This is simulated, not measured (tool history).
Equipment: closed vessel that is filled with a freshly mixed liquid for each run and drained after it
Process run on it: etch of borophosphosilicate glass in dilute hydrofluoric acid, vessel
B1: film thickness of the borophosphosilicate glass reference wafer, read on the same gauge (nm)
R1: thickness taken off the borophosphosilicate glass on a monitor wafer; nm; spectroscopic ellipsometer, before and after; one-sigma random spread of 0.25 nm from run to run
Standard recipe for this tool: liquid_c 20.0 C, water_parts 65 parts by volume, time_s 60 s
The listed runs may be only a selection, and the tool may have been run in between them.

{"run": 1, "hour": 0.0, "liquid_c": 20.0, "water_parts": 65, "time_s": 40, "B1": 80.01, "R1": 19.07}
{"run": 2, "hour": 70.8, "liquid_c": 20.0, "water_parts": 65, "time_s": 60, "B1": 80.0, "R1": 28.14}
{"run": 3, "hour": 172.5, "liquid_c": 18.5, "water_parts": 55, "time_s": 60, "B1": 79.99, "R1": 31.67}
{"run": 4, "hour": 261.8, "liquid_c": 18.5, "water_parts": 55, "time_s": 60, "B1": 80.0, "R1": 31.4}
{"run": 5, "hour": 342.0, "liquid_c": 18.5, "water_parts": 55, "time_s": 60, "B1": 79.98, "R1": 31.39}
{"run": 6, "hour": 429.9, "liquid_c": 20.0, "water_parts": 60, "time_s": 60, "B1": 80.03, "R1": 30.22}
{"run": 7, "hour": 493.1, "liquid_c": 20.0, "water_parts": 65, "time_s": 60, "B1": 79.99, "R1": 27.19}
{"run": 8, "hour": 583.5, "liquid_c": 20.0, "water_parts": 65, "time_s": 60, "B1": 79.97, "R1": 27.65}
{"run": 9, "hour": 678.9, "liquid_c": 20.0, "water_parts": 65, "time_s": 60, "B1": 79.98, "R1": 27.52}
{"run": 10, "hour": 717.5, "liquid_c": 20.0, "water_parts": 65, "time_s": 60, "B1": 79.99, "R1": 27.19}
{"run": 11, "hour": 1006.8, "liquid_c": 20.0, "water_parts": 65, "time_s": 60, "B1": 79.99, "R1": 26.55}
{"run": 12, "hour": 1082.2, "liquid_c": 20.0, "water_parts": 50, "time_s": 65, "B1": 80.0, "R1": 37.28}
{"run": 13, "hour": 1166.4, "liquid_c": 20.0, "water_parts": 50, "time_s": 65, "B1": 80.01, "R1": 37.96}
{"run": 14, "hour": 1250.8, "liquid_c": 20.0, "water_parts": 50, "time_s": 65, "B1": 79.97, "R1": 37.64}
{"run": 15, "hour": 1304.8, "liquid_c": 25.0, "water_parts": 40, "time_s": 60, "B1": 79.99, "R1": 53.03}
{"hour": 1347.3, "done": "thermometer replaced"}
{"hour": 1375.3, "done": "gauge calibrated"}
{"run": 16, "hour": 1378.5, "liquid_c": 24.0, "water_parts": 75, "time_s": 45, "B1": 80.0, "R1": 20.78}
{"run": 17, "hour": 1477.3, "liquid_c": 17.0, "water_parts": 65, "time_s": 60, "B1": 80.0, "R1": 23.82}
{"run": 18, "hour": 1585.0, "liquid_c": 20.0, "water_parts": 75, "time_s": 60, "B1": 80.0, "R1": 23.34}
{"run": 19, "hour": 1661.3, "liquid_c": 20.0, "water_parts": 65, "time_s": 60, "B1": 80.03, "R1": 26.73}
{"run": 20, "hour": 1730.7, "liquid_c": 20.0, "water_parts": 65, "time_s": 60, "B1": 80.0, "R1": 26.9}
{"run": 21, "hour": 1821.7, "liquid_c": 20.0, "water_parts": 65, "time_s": 60, "B1": 79.99, "R1": 26.61}
{"run": 22, "hour": 1858.6, "liquid_c": 17.0, "water_parts": 55, "time_s": 90, "B1": 79.99, "R1": 41.19}
{"hour": 1947.2, "done": "hydrofluoric acid flow meter replaced"}
{"run": 23, "hour": 1959.8, "liquid_c": 20.0, "water_parts": 65, "time_s": 60, "B1": 80.0, "R1": 27.97}
{"run": 24, "hour": 2145.9, "liquid_c": 20.0, "water_parts": 55, "time_s": 85, "B1": 80.01, "R1": 46.52}
{"run": 25, "hour": 2200.8, "liquid_c": 17.0, "water_parts": 55, "time_s": 60, "B1": 80.02, "R1": 28.72}
{"run": 26, "hour": 2284.2, "liquid_c": 18.5, "water_parts": 55, "time_s": 60, "B1": 80.03, "R1": 30.91}
{"run": 27, "hour": 2540.2, "liquid_c": 24.0, "water_parts": 65, "time_s": 75, "B1": 80.03, "R1": 40.08}
{"hour": 2571.8, "done": "thermometer replaced"}
{"run": 28, "hour": 2633.2, "liquid_c": 20.0, "water_parts": 65, "time_s": 60, "B1": 80.02, "R1": 28.19}

How would selected steps in R1 from run to run divide? Give the signed amount a tool lacking its hidden state would still show from settings, what came in and random variation, and the signed amount left for the hidden state, including any gauge scatter that is not in both of the compared results.
Unlogged tool condition in this case: liquid colder than its thermometer reads (K); hydrofluoric acid flow below the setpoint (%); gauge reads high (%).
Run 15 -> 16: liquid_c 25.0 -> 24.0, water_parts 40 -> 75, time_s 60 -> 45, thermometer replaced, gauge calibrated. R1 -32.25 nm: hidden state +5.55, all else -37.80.
Run 22 -> 23: liquid_c 17.0 -> 20.0, water_parts 55 -> 65, time_s 90 -> 60, hydrofluoric acid flow meter replaced. R1 -13.22 nm: hidden state +3.47, all else -16.69.
Run 23 -> 24: water_parts 65 -> 55, time_s 60 -> 85. R1 +18.55 nm: hidden state -1.37, all else +19.92.

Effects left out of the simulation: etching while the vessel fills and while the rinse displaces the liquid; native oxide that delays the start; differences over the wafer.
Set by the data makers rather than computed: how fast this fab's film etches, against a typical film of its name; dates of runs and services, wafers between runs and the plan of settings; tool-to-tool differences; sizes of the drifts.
